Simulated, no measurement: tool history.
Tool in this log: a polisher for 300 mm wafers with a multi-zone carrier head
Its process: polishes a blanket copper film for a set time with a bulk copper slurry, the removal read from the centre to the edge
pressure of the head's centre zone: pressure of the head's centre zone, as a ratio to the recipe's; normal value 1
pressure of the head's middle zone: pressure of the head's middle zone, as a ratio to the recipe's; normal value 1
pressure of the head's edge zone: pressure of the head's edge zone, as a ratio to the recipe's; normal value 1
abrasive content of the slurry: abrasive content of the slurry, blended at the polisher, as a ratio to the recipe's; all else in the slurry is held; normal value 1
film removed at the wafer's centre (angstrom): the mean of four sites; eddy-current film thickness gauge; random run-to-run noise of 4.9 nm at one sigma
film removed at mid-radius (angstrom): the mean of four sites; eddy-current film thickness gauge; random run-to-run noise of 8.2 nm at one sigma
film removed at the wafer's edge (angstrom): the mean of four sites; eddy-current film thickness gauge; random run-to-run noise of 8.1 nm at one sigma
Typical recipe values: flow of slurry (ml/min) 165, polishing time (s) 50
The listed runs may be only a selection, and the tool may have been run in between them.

| run | hour | flow of slurry (ml/min) | pressure of the head's centre zone | pressure of the head's middle zone | pressure of the head's edge zone | abrasive content of the slurry | polishing time (s) | wafers since the last listed run | wafers polished on this pad | hours since the slurry nozzle was cleaned | hours since the centre zone pressure was calibrated | hours since the edge zone pressure was calibrated | hours since the carrier head's membrane was replaced | incoming thickness of the incoming film, nm | film removed at the wafer's centre (angstrom) | film removed at mid-radius (angstrom) | film removed at the wafer's edge (angstrom) |
|---|---|---|---|---|---|---|---|---|---|---|---|---|---|---|---|---|---|
| 1 | 0 | 165 | 0.92 | 1 | 1 | 1.2 | 50 | 0 | 3451 | 431.5 | 339.4 | 491.6 | 1175.3 | 3348.8 | 5744 | 5941 | 5895 |
| 2 | 34.2 | 165 | 1 | 1 | 1.11 | 0.9 | 60 | 310 | 3762 | 465.7 | 373.6 | 525.8 | 1209.5 | 3363.1 | 6790 | 6717 | 6909 |
|  | 60.9 | edge zone pressure recalibrated |
| 3 | 80.5 | 165 | 1 | 1 | 1 | 1 | 50 | 402 | 4164 | 512 | 419.9 | 19.6 | 1255.8 | 3358.6 | 5804 | 5587 | 5618 |
| 4 | 124.3 | 165 | 0.93 | 1 | 0.91 | 1 | 43 | 397 | 4562 | 555.8 | 463.7 | 63.4 | 1299.6 | 3316.8 | 4700 | 4955 | 4688 |
|  | 173.4 | carrier head's membrane replaced by a new one |
| 5 | 179 | 165 | 1 | 1 | 1 | 1 | 50 | 451 | 5013 | 610.5 | 518.4 | 118.1 | 5.6 | 3339.2 | 5795 | 5631 | 5699 |
|  | 209.2 | worn pad replaced by a new one |
| 6 | 210.6 | 165 | 0.94 | 1.05 | 1 | 1 | 33 | 250 | 12 | 642.1 | 550 | 149.7 | 37.2 | 3357.6 | 3716 | 3941 | 3729 |
| 7 | 279 | 140 | 1 | 1.06 | 1.04 | 1 | 50 | 620 | 633 | 710.5 | 618.4 | 218.1 | 105.6 | 3363.6 | 5668 | 5682 | 5687 |
| 8 | 310.3 | 165 | 1.07 | 1 | 1.07 | 0.75 | 50 | 284 | 917 | 741.8 | 649.7 | 249.4 | 136.9 | 3411.3 | 5785 | 5099 | 5363 |
| 9 | 371.1 | 210 | 0.93 | 1 | 1.11 | 1.2 | 50 | 551 | 1469 | 802.6 | 710.5 | 310.2 | 197.7 | 3337.1 | 6151 | 6056 | 6521 |
|  | 384.7 | centre zone pressure recalibrated |
| 10 | 412.9 | 205 | 1 | 1 | 0.96 | 1 | 50 | 361 | 1831 | 844.4 | 28.2 | 352 | 239.5 | 3390.1 | 5881 | 5859 | 5812 |
|  | 444.9 | slurry nozzle cleaned |
| 11 | 523.4 | 165 | 1 | 1 | 1 | 1 | 61 | 994 | 2825 | 78.5 | 138.7 | 462.5 | 350 | 3315.8 | 6916 | 6866 | 6991 |
| 12 | 549.9 | 220 | 1 | 1.12 | 1 | 0.75 | 60 | 240 | 3065 | 105 | 165.2 | 489 | 376.5 | 3436.9 | 6666 | 7074 | 6532 |
| 13 | 611.5 | 165 | 1 | 1.1 | 1.05 | 0.75 | 50 | 559 | 3625 | 166.6 | 226.8 | 550.6 | 438.1 | 3355.1 | 5270 | 5626 | 5198 |
| 14 | 638.2 | 180 | 1 | 1 | 1 | 1 | 50 | 242 | 3867 | 193.3 | 253.5 | 577.3 | 464.8 | 3380.7 | 5889 | 5832 | 5634 |
|  | 686.2 | edge zone pressure recalibrated |
| 15 | 706.2 | 165 | 1 | 1 | 1 | 1 | 50 | 599 | 4466 | 261.3 | 321.5 | 20 | 532.8 | 3346.2 | 5749 | 5585 | 5714 |
| 16 | 812.8 | 165 | 1 | 1.12 | 1 | 1 | 64 | 967 | 5434 | 367.9 | 428.1 | 126.6 | 639.4 | 3384.7 | 7585 | 8074 | 7228 |
|  | 858.7 | worn pad replaced by a new one |
| 17 | 883.2 | 185 | 1 | 1 | 1 | 1 | 59 | 602 | 222 | 438.3 | 498.5 | 197 | 709.8 | 3365.5 | 7125 | 6590 | 6755 |
| 18 | 1002.8 | 165 | 1 | 1 | 1 | 1 | 50 | 1085 | 1308 | 557.9 | 618.1 | 316.6 | 829.4 | 3333.1 | 5877 | 5570 | 5636 |
| 19 | 1069 | 115 | 1 | 1 | 1 | 1 | 50 | 600 | 1909 | 624.1 | 684.3 | 382.8 | 895.6 | 3354.7 | 5378 | 5009 | 5395 |
| 20 | 1111.8 | 130 | 0.93 | 1 | 1 | 0.9 | 43 | 388 | 2298 | 666.9 | 727.1 | 425.6 | 938.4 | 3342.2 | 4429 | 4457 | 4614 |

5 options for the next run, each taken on its own from the tool as it stands now. Forecast them:
| A | 1112.2 | 165 | 1 | 0.9 | 1 | 1 | 50 | 3 | 2301 | 667.3 | 727.5 | 426 | 938.8 | 3389.4 | ? | ? | ? |
| B | 1112.2 | 165 | 1 | 1 | 1.07 | 1 | 50 | 3 | 2301 | 667.3 | 727.5 | 426 | 938.8 | 3389.4 | ? | ? | ? |
| C | 1112.2 | 165 | 1 | 1 | 1 | 1.1 | 50 | 3 | 2301 | 667.3 | 727.5 | 426 | 938.8 | 3389.4 | ? | ? | ? |
| D | 1112.2 | 165 | 1 | 1.11 | 1 | 1 | 39 | 3 | 2301 | 667.3 | 727.5 | 426 | 938.8 | 3389.4 | ? | ? | ? |
| E | 1112.2 | 165 | 1 | 1.09 | 0.95 | 1 | 50 | 3 | 2301 | 667.3 | 727.5 | 426 | 938.8 | 3389.4 | ? | ? | ? |

| run | film removed at the wafer's centre (angstrom) | film removed at mid-radius (angstrom) | film removed at the wafer's edge (angstrom) |
|---|---|---|---|
| A | 5983 | 5044 | 5691 |
| B | 5987 | 5509 | 5876 |
| C | 6150 | 5660 | 5839 |
| D | 4673 | 4697 | 4427 |
| E | 5991 | 5929 | 5540 |
Take away the tool's hidden state, keep each run's random variation, and the runs would have read:
| run | film removed at the wafer's centre (angstrom) | film removed at mid-radius (angstrom) | film removed at the wafer's edge (angstrom) |
|---|---|---|---|
| A | 5626 | 5046 | 5691 |
| B | 5630 | 5511 | 5876 |
| C | 5783 | 5662 | 5839 |
| D | 4395 | 4698 | 4427 |
| E | 5633 | 5931 | 5540 |
